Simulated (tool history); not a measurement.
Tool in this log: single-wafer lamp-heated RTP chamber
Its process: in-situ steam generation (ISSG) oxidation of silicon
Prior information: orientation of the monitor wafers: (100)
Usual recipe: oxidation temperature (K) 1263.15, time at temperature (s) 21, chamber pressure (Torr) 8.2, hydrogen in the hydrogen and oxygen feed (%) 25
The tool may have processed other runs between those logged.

run   hour  oxidation temperature (K)  time at temperature (s)  chamber pressure (Torr)  hydrogen in the hydrogen and oxygen feed (%)  wafers since the last listed run  wafers since the last pyrometer calibration  hours since the pressure gauge was zeroed  hours since the hydrogen flow controller was replaced  hours since the gauge calibration  read-back reference wafer on the same gauge, thickness  oxide thickness on the monitor wafer (angstrom)
  1    0.0                    1263.15                       21                      8.2                                            25                                 0                                         2068                                     4908.6                                                 4501.4                              337.7                                                   6.076                                            53.11
  2   28.4                    1263.15                       21                      8.2                                            25                               169                                         2237                                     4937.0                                                 4529.8                              366.1                                                   6.081                                            52.80
  3   69.1                    1263.15                       21                      8.2                                            29                               242                                         2480                                     4977.7                                                 4570.5                              406.8                                                   6.070                                            54.51
  4  135.8                    1263.15                       21                      8.2                                            29                               397                                         2878                                     5044.4                                                 4637.2                              473.5                                                   6.049                                            54.85
  5  168.4                    1263.15                       21                      8.2                                            25                               194                                         3072                                     5077.0                                                 4669.8                              506.1                                                   6.038                                            52.52
  6  240.3                    1263.15                       21                      8.2                                            25                               428                                         3501                                     5148.9                                                 4741.7                              578.0                                                   6.028                                            52.83
  7  273.8                    1263.15                       21                      8.2                                            25                               199                                         3701                                     5182.4                                                 4775.2                              611.5                                                   6.031                                            51.99
     285.2  -- pressure gauge zeroed
  8  313.9                    1263.15                       24                      8.2                                            25                               191                                         3893                                       28.7                                                 4815.3                              651.6                                                   6.002                                            56.05
  9  410.8                    1263.15                       24                      8.2                                            25                               578                                         4471                                      125.6                                                 4912.2                              748.5                                                   5.983                                            55.37
     419.6  -- gauge calibrated
     440.5  -- hydrogen flow controller replaced
 10  441.0                    1263.15                       16                      8.2                                            25                               132                                         4603                                      155.8                                                    0.5                               21.4                                                   6.189                                            47.49
 11  467.5                    1263.15                       27                      7.1                                            25                               158                                         4761                                      182.3                                                   27.0                               47.9                                                   6.169                                            60.47
     530.1  -- pyrometer window cleaned and pyrometer calibrated
 12  530.6                    1263.15                       21                      8.2                                            25                               328                                            2                                      245.4                                                   90.1                              111.0                                                   6.178                                            52.97
 13  565.4                    1256.15                       13                      7.6                                            32                               207                                          210                                      280.2                                                  124.9                              145.8                                                   6.166                                            45.28
 14  591.4                    1263.15                       21                      8.9                                            25                               155                                          365                                      306.2                                                  150.9                              171.8                                                   6.163                                            53.27
 15  616.4                    1272.15                       13                      8.2                                            25                               149                                          514                                      331.2                                                  175.9                              196.8                                                   6.141                                            44.81
 16  643.6                    1279.15                       17                      9.0                                            30                               162                                          677                                      358.4                                                  203.1                              224.0                                                   6.133                                            53.71
 17  673.5                    1263.15                       21                      8.2                                            25                               178                                          855                                      388.3                                                  233.0                              253.9                                                   6.136                                            53.03
 18  717.2                    1251.15                       23                      7.8                                            19                               260                                         1116                                      432.0                                                  276.7                              297.6                                                   6.127                                            49.61
 19  782.2                    1263.15                       28                      7.0                                            25                               387                                         1503                                      497.0                                                  341.7                              362.6                                                   6.114                                            61.20

Take each entry between the runs: how does the hidden state at the last listed run before it differ from the hidden state at the first listed run after it?
After run 7, before run 8: pressure gauge zeroed (hour 285.2)
  gauge reads high (%): -2.63 -> -2.79
  difference, measured minus the result without the unlogged condition, oxide thickness on the monitor wafer (angstrom): -1.41 -> -1.60
After run 9, before run 10: gauge calibrated (hour 419.6); hydrogen flow controller replaced (hour 440.5)
  gauge reads high (%): -3.17 -> 0.0802
  difference, measured minus the result without the unlogged condition, oxide thickness on the monitor wafer (angstrom): -1.82 -> +0.04
After run 11, before run 12: pyrometer window cleaned and pyrometer calibrated (hour 530.1)
  gauge reads high (%): -0.0258 -> -0.278
  difference, measured minus the result without the unlogged condition, oxide thickness on the monitor wafer (angstrom): -0.02 -> -0.14

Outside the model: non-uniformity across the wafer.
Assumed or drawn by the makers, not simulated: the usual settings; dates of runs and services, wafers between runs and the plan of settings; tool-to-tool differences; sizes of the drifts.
